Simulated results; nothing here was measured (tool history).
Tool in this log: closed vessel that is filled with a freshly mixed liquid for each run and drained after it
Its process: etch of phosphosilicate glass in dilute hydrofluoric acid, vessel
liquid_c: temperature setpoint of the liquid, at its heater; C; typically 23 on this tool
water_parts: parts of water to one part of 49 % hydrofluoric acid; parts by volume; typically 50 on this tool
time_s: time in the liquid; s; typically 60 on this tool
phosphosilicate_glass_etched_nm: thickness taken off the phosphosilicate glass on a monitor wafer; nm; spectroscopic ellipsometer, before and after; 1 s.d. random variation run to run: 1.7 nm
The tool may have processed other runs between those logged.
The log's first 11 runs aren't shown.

run,hour,liquid_c,water_parts,time_s,wafers since the last listed run,hours since the thermometer was replaced,hours since the hydrofluoric acid flow meter was replaced,hours since the gauge calibration,"read-back film thickness of the phosphosilicate glass reference wafer, read on the same gauge (nm)",phosphosilicate_glass_etched_nm
12,767.5,23,50,60,5321,2313.4,300.9,1530.1,74.65,165.25
13,811.7,23,50,60,5969,2357.6,345.1,1574.3,74.51,165.45
14,864.8,23,50,60,7171,2410.7,398.2,1627.4,74.31,166.44
15,925,27.5,60,60,8130,2470.9,458.4,1687.6,74.13,163.68
16,958.9,18.5,40,45,4578,2504.8,492.3,1721.5,74.03,130.45
17,985.7,23,25,60,3619,2531.6,519.1,1748.3,73.95,343.16
18,1019.1,19,65,60,4510,2565,552.5,1781.7,73.84,107.71
19,1044.1,25,75,85,3376,2590,577.5,1806.7,73.75,162.57
# hour 1048.4: gauge calibrated
20,1086.6,20.5,65,30,5739,2632.5,620,38.2,79.88,60.77
# hour 1138.6: thermometer replaced
21,1150.9,23,50,60,8548,12.3,684.3,102.5,79.7,177.25
22,1204.6,23,50,40,7252,66,738,156.2,79.47,117.87
23,1251.5,23,50,60,6333,112.9,784.9,203.1,79.35,175.98
24,1279.9,19.5,25,60,3835,141.3,813.3,231.5,79.26,312.98
# hour 1328: hydrofluoric acid flow meter replaced
25,1350.6,23,50,60,9413,212,22.6,302.2,78.99,173.1
26,1396.8,23,70,60,6239,258.2,68.8,348.4,78.9,124.02
27,1438.8,23,35,80,5672,300.2,110.8,390.4,78.74,341.64
28,1467.5,23,50,60,3875,328.9,139.5,419.1,78.64,178.25

What does the tool deliver on the next run?
29,1523.7,27.5,50,85,7589,385.1,195.7,475.3,?,?

Logged for run 29: read-back film thickness of the phosphosilicate glass reference wafer, read on the same gauge (nm) 78.48, phosphosilicate_glass_etched_nm 295.78 nm.
If the tool had no hidden condition, the same run with the same run-to-run variation would have returned phosphosilicate_glass_etched_nm 301.58 nm.
